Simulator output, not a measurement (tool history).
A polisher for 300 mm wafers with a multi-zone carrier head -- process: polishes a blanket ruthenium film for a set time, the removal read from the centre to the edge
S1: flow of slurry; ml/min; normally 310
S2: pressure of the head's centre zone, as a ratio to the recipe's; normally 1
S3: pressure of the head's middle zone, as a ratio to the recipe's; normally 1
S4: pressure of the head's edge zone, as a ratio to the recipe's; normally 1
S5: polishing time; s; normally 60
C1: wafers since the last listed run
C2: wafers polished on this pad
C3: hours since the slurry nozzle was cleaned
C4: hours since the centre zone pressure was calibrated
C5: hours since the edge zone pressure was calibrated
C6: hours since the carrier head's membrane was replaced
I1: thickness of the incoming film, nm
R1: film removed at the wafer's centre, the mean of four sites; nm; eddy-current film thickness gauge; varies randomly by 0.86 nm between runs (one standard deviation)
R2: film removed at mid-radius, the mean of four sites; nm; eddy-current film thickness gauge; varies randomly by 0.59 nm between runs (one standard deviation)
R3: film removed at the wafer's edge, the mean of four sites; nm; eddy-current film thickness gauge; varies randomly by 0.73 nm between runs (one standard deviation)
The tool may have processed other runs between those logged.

run 1 day=0 | S1=240 S2=0.92 S3=1.09 S4=1 S5=60 | C1=0 C2=351 C3=404.8 C4=290.5 C5=689.6 C6=152.2 | I1=297.3 | R1=52.2 R2=60.3 R3=59.1
run 2 day=2.529 | S1=310 S2=1 S3=0.91 S4=1 S5=60 | C1=582 C2=933 C3=465.5 C4=351.2 C5=750.3 C6=212.9 | I1=304.3 | R1=56.6 R2=54.5 R3=58.6
-- day=3.725 edge zone pressure recalibrated
run 3 day=4.85 | S1=280 S2=1 S3=0.89 S4=1 S5=39 | C1=514 C2=1448 C3=521.2 C4=406.9 C5=27 C6=268.6 | I1=297.5 | R1=36.7 R2=34.5 R3=37.9
run 4 day=7.075 | S1=310 S2=1 S3=1.07 S4=1.08 S5=60 | C1=512 C2=1960 C3=574.6 C4=460.3 C5=80.4 C6=322 | I1=297.1 | R1=57.3 R2=60.6 R3=62.5
run 5 day=9.338 | S1=240 S2=0.92 S3=1.09 S4=1 S5=60 | C1=520 C2=2481 C3=628.9 C4=514.6 C5=134.7 C6=376.3 | I1=304.3 | R1=51.4 R2=60.3 R3=57.5
run 6 day=12.779 | S1=310 S2=1.03 S3=0.9 S4=1 S5=77 | C1=792 C2=3273 C3=711.5 C4=597.2 C5=217.3 C6=458.9 | I1=298.2 | R1=75.5 R2=67.1 R3=75.4
-- day=13.392 slurry nozzle cleaned
run 7 day=23.588 | S1=310 S2=0.91 S3=1 S4=0.94 S5=60 | C1=2478 C2=5751 C3=244.7 C4=856.6 C5=476.7 C6=718.3 | I1=296.2 | R1=52.3 R2=56.9 R3=57
run 8 day=27.942 | S1=310 S2=1 S3=1 S4=1 S5=48 | C1=1002 C2=6753 C3=349.2 C4=961.1 C5=581.2 C6=822.8 | I1=303.8 | R1=44 R2=45 R3=46
-- day=30.325 worn pad replaced by a new one
run 9 day=30.796 | S1=310 S2=1 S3=1 S4=1 S5=60 | C1=618 C2=108 C3=417.7 C4=1029.6 C5=649.7 C6=891.3 | I1=301.6 | R1=58.9 R2=58 R3=60.1
run 10 day=32.817 | S1=310 S2=1 S3=1 S4=1 S5=60 | C1=465 C2=573 C3=466.2 C4=1078.1 C5=698.2 C6=939.8 | I1=300.1 | R1=58.7 R2=57.7 R3=61.3
run 11 day=34.638 | S1=275 S2=1 S3=1 S4=1 S5=75 | C1=419 C2=992 C3=509.9 C4=1121.8 C5=741.9 C6=983.5 | I1=301.2 | R1=70.1 R2=72.3 R3=73.4
-- day=36.554 carrier head's membrane replaced by a new one
-- day=36.929 centre zone pressure recalibrated
run 12 day=37.354 | S1=275 S2=0.96 S3=1.1 S4=1.1 S5=60 | C1=558 C2=1550 C3=575.1 C4=10.2 C5=807.1 C6=19.2 | I1=296.2 | R1=54.6 R2=61.1 R3=62
run 13 day=38.867 | S1=310 S2=0.94 S3=1 S4=1.12 S5=41 | C1=348 C2=1898 C3=611.4 C4=46.5 C5=843.4 C6=55.5 | I1=306.4 | R1=36.5 R2=39.3 R3=42.6
-- day=39.621 edge zone pressure recalibrated
-- day=45.133 slurry nozzle cleaned
run 14 day=49.454 | S1=310 S2=1.11 S3=0.91 S4=1 S5=76 | C1=2408 C2=4306 C3=103.7 C4=300.6 C5=236 C6=309.6 | I1=301.8 | R1=79 R2=68.6 R3=73.7
run 15 day=51.5 | S1=310 S2=1 S3=0.96 S4=0.89 S5=73 | C1=470 C2=4777 C3=152.8 C4=349.7 C5=285.1 C6=358.7 | I1=298.3 | R1=68.5 R2=67.9 R3=67.1
run 16 day=54.767 | S1=355 S2=1.04 S3=1.08 S4=1 S5=74 | C1=751 C2=5529 C3=231.2 C4=428.1 C5=363.5 C6=437.1 | I1=300.4 | R1=73.1 R2=73.6 R3=71.2
run 17 day=56.5 | S1=310 S2=1 S3=1 S4=1.06 S5=80 | C1=398 C2=5928 C3=272.8 C4=469.7 C5=405.1 C6=478.7 | I1=298.7 | R1=74.9 R2=75.2 R3=79.6
run 18 day=58.421 | S1=310 S2=1 S3=1 S4=1 S5=60 | C1=442 C2=6370 C3=318.9 C4=515.8 C5=451.2 C6=524.8 | I1=298.4 | R1=53.9 R2=56.4 R3=57
run 19 day=61.012 | S1=310 S2=1 S3=1.08 S4=0.92 S5=60 | C1=596 C2=6966 C3=381.1 C4=578 C5=513.4 C6=587 | I1=298 | R1=55 R2=58.9 R3=55.9
run 20 day=63.3 | S1=310 S2=1 S3=1 S4=1 S5=79 | C1=526 C2=7493 C3=436 C4=632.9 C5=568.3 C6=641.9 | I1=298.1 | R1=71.7 R2=74 R3=77
-- day=65.092 worn pad replaced by a new one
run 21 day=66.938 | S1=310 S2=1 S3=1 S4=1 S5=67 | C1=798 C2=424 C3=523.3 C4=720.2 C5=655.6 C6=729.2 | I1=306.3 | R1=65.3 R2=66 R3=67
run 22 day=71.321 | S1=225 S2=1.04 S3=0.88 S4=1 S5=51 | C1=1008 C2=1433 C3=628.5 C4=825.4 C5=760.8 C6=834.4 | I1=301.1 | R1=50.5 R2=43.9 R3=50

Each row is a separate what-if for the run after 22, all from the same tool condition, not one after another. Results?
run A day=71.338 | S1=310 S2=1 S3=1 S4=1 S5=60 | C1=3 C2=1437 C3=628.9 C4=825.8 C5=761.2 C6=834.8 | I1=298.1 | R1=? R2=? R3=?
run B day=71.338 | S1=310 S2=1 S3=1 S4=0.88 S5=60 | C1=3 C2=1437 C3=628.9 C4=825.8 C5=761.2 C6=834.8 | I1=298.1 | R1=? R2=? R3=?
run C day=71.338 | S1=370 S2=0.93 S3=0.91 S4=1 S5=41 | C1=3 C2=1437 C3=628.9 C4=825.8 C5=761.2 C6=834.8 | I1=298.1 | R1=? R2=? R3=?
run D day=71.338 | S1=310 S2=1 S3=0.96 S4=0.92 S5=67 | C1=3 C2=1437 C3=628.9 C4=825.8 C5=761.2 C6=834.8 | I1=298.1 | R1=? R2=? R3=?

run=A R1=56.8 R2=58 R3=59.8
run=B R1=56.8 R2=58 R3=56.3
run=C R1=36.6 R2=37.7 R3=41.2
run=D R1=63.4 R2=63.1 R3=64.2
The same runs, with their run-to-run variation unchanged, on a tool lacking any hidden condition would have given:
run=A R1=57.4 R2=58.7 R3=60.5
run=B R1=57.4 R2=58.7 R3=57
run=C R1=37 R2=38.1 R3=41.7
run=D R1=64.1 R2=63.8 R3=64.9
